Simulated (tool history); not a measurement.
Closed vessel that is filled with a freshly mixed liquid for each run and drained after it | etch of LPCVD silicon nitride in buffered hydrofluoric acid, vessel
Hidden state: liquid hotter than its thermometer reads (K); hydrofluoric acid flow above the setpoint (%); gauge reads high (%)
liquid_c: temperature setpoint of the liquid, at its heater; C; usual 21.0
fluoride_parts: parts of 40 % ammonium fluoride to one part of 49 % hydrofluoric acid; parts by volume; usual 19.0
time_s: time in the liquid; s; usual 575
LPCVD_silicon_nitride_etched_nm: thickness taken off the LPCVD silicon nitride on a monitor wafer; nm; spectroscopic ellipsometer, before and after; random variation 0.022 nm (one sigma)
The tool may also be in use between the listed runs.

run,day,liquid_c,fluoride_parts,time_s,wafers since the last listed run,hours since the thermometer was replaced,hours since the hydrofluoric acid flow meter was replaced,hours since the gauge calibration,"read-back film thickness of the LPCVD silicon nitride reference wafer, read on the same gauge (nm)",LPCVD_silicon_nitride_etched_nm
1,0.000,21.0,19.0,575,0,293.1,555.0,3605.4,139.975,3.449
2,2.825,21.0,19.0,575,6352,360.9,622.8,3673.2,140.024,3.466
3,7.004,21.0,19.0,575,9397,461.2,723.1,3773.5,140.005,3.504
# day 7.646: gauge calibrated
# day 14.329: hydrofluoric acid flow meter replaced
4,15.612,21.0,19.0,575,19264,667.8,30.8,191.2,139.952,3.478
5,17.883,21.0,19.0,575,5106,722.3,85.3,245.7,140.008,3.500
6,21.238,21.0,19.0,575,7542,802.8,165.8,326.2,140.015,3.489
7,23.538,21.0,19.0,575,5172,858.0,221.0,381.4,140.009,3.498
8,25.292,21.0,19.0,575,3944,900.1,263.1,423.5,140.008,3.467
9,28.312,21.0,19.0,575,6793,972.6,335.6,496.0,140.028,3.517
10,30.012,21.0,19.0,575,3822,1013.4,376.4,536.8,139.999,3.475
11,33.362,25.5,22.5,320,7533,1093.8,456.8,617.2,140.018,2.174
12,40.275,21.0,22.0,370,15544,1259.7,622.7,783.1,139.994,2.017
13,43.258,24.0,26.5,355,6708,1331.3,694.3,854.7,140.013,1.994
14,47.483,19.5,13.5,465,9500,1432.7,795.7,956.1,140.029,3.616
# day 48.996: hydrofluoric acid flow meter replaced
15,50.854,25.5,19.0,850,7486,1513.6,44.6,1037.0,140.013,6.606
16,53.808,21.0,19.0,575,6643,1584.5,115.5,1107.9,139.995,3.502
17,56.117,21.0,19.0,575,5190,1639.9,170.9,1163.3,139.971,3.488
18,58.271,19.0,19.0,240,4844,1691.6,222.6,1215.0,140.004,1.295
# day 60.012: thermometer replaced
19,60.121,25.5,14.5,485,4066,2.6,267.0,1259.4,139.958,4.927
20,63.700,21.0,26.0,310,8048,88.5,352.9,1345.3,139.978,1.494
21,67.879,18.0,17.0,320,9397,188.8,453.2,1445.6,139.966,1.837
22,70.654,21.0,21.5,575,6240,255.4,519.8,1512.2,139.973,3.201
23,73.846,24.0,21.5,270,7177,332.0,596.4,1588.8,140.015,1.766
24,78.121,17.5,25.0,575,9613,434.6,699.0,1691.4,139.990,2.329
25,81.342,21.0,24.5,575,7242,511.9,776.3,1768.7,140.000,2.874
26,84.083,21.0,19.0,800,6165,577.7,842.1,1834.5,140.022,4.884
27,86.500,21.0,15.5,575,5434,635.7,900.1,1892.5,140.010,4.239
# day 86.758: hydrofluoric acid flow meter replaced
28,90.483,17.0,19.0,575,8863,731.3,89.4,1988.1,139.987,2.789
29,94.429,21.0,19.0,575,8873,826.0,184.1,2082.8,140.025,3.506
30,98.758,21.0,19.0,575,9735,929.9,288.0,2186.7,139.959,3.488
31,101.750,22.5,11.5,240,6727,1001.7,359.8,2258.5,139.984,2.578

Hidden state at the last listed run before each entry between runs and at the first one after, where it differs:
Between runs 3 and 4: gauge calibrated (day 7.646); hydrofluoric acid flow meter replaced (day 14.329)
  no hidden state differs between the two runs
Between runs 14 and 15: hydrofluoric acid flow meter replaced (day 48.996)
  no hidden state differs between the two runs
Between runs 18 and 19: thermometer replaced (day 60.012)
  no hidden state differs between the two runs
Between runs 27 and 28: hydrofluoric acid flow meter replaced (day 86.758)
  no hidden state differs between the two runs
